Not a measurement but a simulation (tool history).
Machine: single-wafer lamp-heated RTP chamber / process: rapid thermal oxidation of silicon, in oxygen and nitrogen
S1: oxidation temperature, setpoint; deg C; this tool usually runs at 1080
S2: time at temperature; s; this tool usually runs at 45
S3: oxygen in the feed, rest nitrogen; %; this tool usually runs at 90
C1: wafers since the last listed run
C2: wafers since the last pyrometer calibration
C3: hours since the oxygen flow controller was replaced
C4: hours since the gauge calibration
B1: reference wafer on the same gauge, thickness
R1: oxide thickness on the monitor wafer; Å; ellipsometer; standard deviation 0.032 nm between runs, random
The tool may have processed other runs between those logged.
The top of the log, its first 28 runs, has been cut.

{"hour": 743.6, "done": "gauge calibrated"}
{"run": 29, "hour": 770.1, "S1": 1080, "S2": 45, "S3": 74, "C1": 146, "C2": 1784, "C3": 350.3, "C4": 26.5, "B1": 9.142, "R1": 78.82}
{"run": 30, "hour": 798.9, "S1": 1080, "S2": 45, "S3": 90, "C1": 147, "C2": 1932, "C3": 379.1, "C4": 55.3, "B1": 9.139, "R1": 84.57}
{"run": 31, "hour": 833.4, "S1": 1080, "S2": 26, "S3": 73, "C1": 176, "C2": 2109, "C3": 413.6, "C4": 89.8, "B1": 9.138, "R1": 62.65}
{"run": 32, "hour": 848.8, "S1": 1096, "S2": 35, "S3": 70, "C1": 78, "C2": 2188, "C3": 429.0, "C4": 105.2, "B1": 9.14, "R1": 77.12}
{"run": 33, "hour": 877.2, "S1": 1080, "S2": 45, "S3": 90, "C1": 145, "C2": 2333, "C3": 457.4, "C4": 133.6, "B1": 9.153, "R1": 85.18}
{"run": 34, "hour": 890.8, "S1": 1080, "S2": 27, "S3": 90, "C1": 69, "C2": 2403, "C3": 471.0, "C4": 147.2, "B1": 9.159, "R1": 68.08}
{"run": 35, "hour": 920.4, "S1": 1061, "S2": 32, "S3": 90, "C1": 151, "C2": 2555, "C3": 500.6, "C4": 176.8, "B1": 9.158, "R1": 64.57}
{"run": 36, "hour": 933.6, "S1": 1080, "S2": 45, "S3": 90, "C1": 67, "C2": 2622, "C3": 513.8, "C4": 190.0, "B1": 9.137, "R1": 85.59}
{"run": 37, "hour": 966.2, "S1": 1080, "S2": 45, "S3": 90, "C1": 167, "C2": 2789, "C3": 546.4, "C4": 222.6, "B1": 9.152, "R1": 85.44}

Predict each of these 5 candidate next runs independently; none follows another, all start after run 37:
{"run": "A", "hour": 966.7, "S1": 1080, "S2": 45, "S3": 90, "C1": 2, "C2": 2792, "C3": 546.9, "C4": 223.1, "B1": "?", "R1": "?"}
{"run": "B", "hour": 966.7, "S1": 1080, "S2": 65, "S3": 61, "C1": 2, "C2": 2792, "C3": 546.9, "C4": 223.1, "B1": "?", "R1": "?"}
{"run": "C", "hour": 966.7, "S1": 1080, "S2": 55, "S3": 90, "C1": 2, "C2": 2792, "C3": 546.9, "C4": 223.1, "B1": "?", "R1": "?"}
{"run": "D", "hour": 966.7, "S1": 1095, "S2": 62, "S3": 82, "C1": 2, "C2": 2792, "C3": 546.9, "C4": 223.1, "B1": "?", "R1": "?"}
{"run": "E", "hour": 966.7, "S1": 1105, "S2": 45, "S3": 90, "C1": 2, "C2": 2792, "C3": 546.9, "C4": 223.1, "B1": "?", "R1": "?"}

run=A B1=9.143 R1=85.75
run=B B1=9.143 R1=87.84
run=C B1=9.143 R1=93.71
run=D B1=9.143 R1=105.30
run=E B1=9.143 R1=100.56
Without the tool's unlogged condition, the same runs would have read:
run=A R1=84.76
run=B R1=86.83
run=C R1=92.62
run=D R1=104.11
run=E R1=99.44

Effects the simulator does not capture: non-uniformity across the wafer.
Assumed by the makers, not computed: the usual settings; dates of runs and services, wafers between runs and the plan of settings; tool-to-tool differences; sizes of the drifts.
